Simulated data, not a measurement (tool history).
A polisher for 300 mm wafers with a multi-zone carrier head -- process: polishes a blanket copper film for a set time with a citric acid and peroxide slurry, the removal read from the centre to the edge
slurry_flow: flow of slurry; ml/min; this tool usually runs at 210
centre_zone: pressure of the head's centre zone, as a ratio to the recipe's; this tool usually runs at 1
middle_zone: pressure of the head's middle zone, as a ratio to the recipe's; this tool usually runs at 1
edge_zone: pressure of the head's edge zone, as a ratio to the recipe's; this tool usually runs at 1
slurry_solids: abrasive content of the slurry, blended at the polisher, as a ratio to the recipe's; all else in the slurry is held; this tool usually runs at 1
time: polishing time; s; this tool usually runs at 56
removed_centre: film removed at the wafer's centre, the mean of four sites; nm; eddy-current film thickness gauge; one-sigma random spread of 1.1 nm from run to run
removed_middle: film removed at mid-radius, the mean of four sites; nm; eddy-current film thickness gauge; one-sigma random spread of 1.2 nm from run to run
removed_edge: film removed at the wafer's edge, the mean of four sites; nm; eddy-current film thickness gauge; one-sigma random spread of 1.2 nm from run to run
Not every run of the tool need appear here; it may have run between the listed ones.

run,hour,slurry_flow,centre_zone,middle_zone,edge_zone,slurry_solids,time,"incoming thickness of the incoming film, nm",removed_centre,removed_middle,removed_edge
1,0,210,0.93,1,1,1,56,1005.9,122.9,129.5,129.1
2,73.4,210,0.93,1,1,1,56,1016.3,124.7,130.6,130.2
3,128.3,210,0.93,1,1,1,56,1019.6,125.6,130.4,128.8
# hour 164.3: centre zone pressure recalibrated
4,165.6,210,1,1,1,1.2,56,997.8,133.2,133.8,132.5
5,224.3,210,1,1,1,1,56,1027.4,128.8,127.9,127.5
6,292.1,265,1,1,1,0.85,56,1011.5,129.1,127.2,125
# hour 352.8: worn pad replaced by a new one
7,389.1,265,1,1.07,1.11,1,68,1021.7,162.5,168.4,167.2
# hour 427.2: slurry nozzle cleaned
8,474.2,210,1,1.05,0.94,1,56,1020.1,132.7,135.5,124.5
9,738.7,210,1,1.04,1,1,56,1005.3,135.6,133.6,128.7
# hour 839.1: carrier head's membrane replaced by a new one
10,843,210,1.04,1,1,1,56,1023.3,144.6,130.5,129.2

Predict the results of run 11:
# hour 888: worn pad replaced by a new one
11,924,265,1,0.89,0.92,1.25,56,1020.7,?,?,?

Run 11 came out at removed_centre 150.5 nm, removed_middle 126.1 nm, removed_edge 130.2 nm.
With no hidden state in the tool, this same run would have given removed_centre 134.8 nm, removed_middle 126.2 nm, removed_edge 130.2 nm.

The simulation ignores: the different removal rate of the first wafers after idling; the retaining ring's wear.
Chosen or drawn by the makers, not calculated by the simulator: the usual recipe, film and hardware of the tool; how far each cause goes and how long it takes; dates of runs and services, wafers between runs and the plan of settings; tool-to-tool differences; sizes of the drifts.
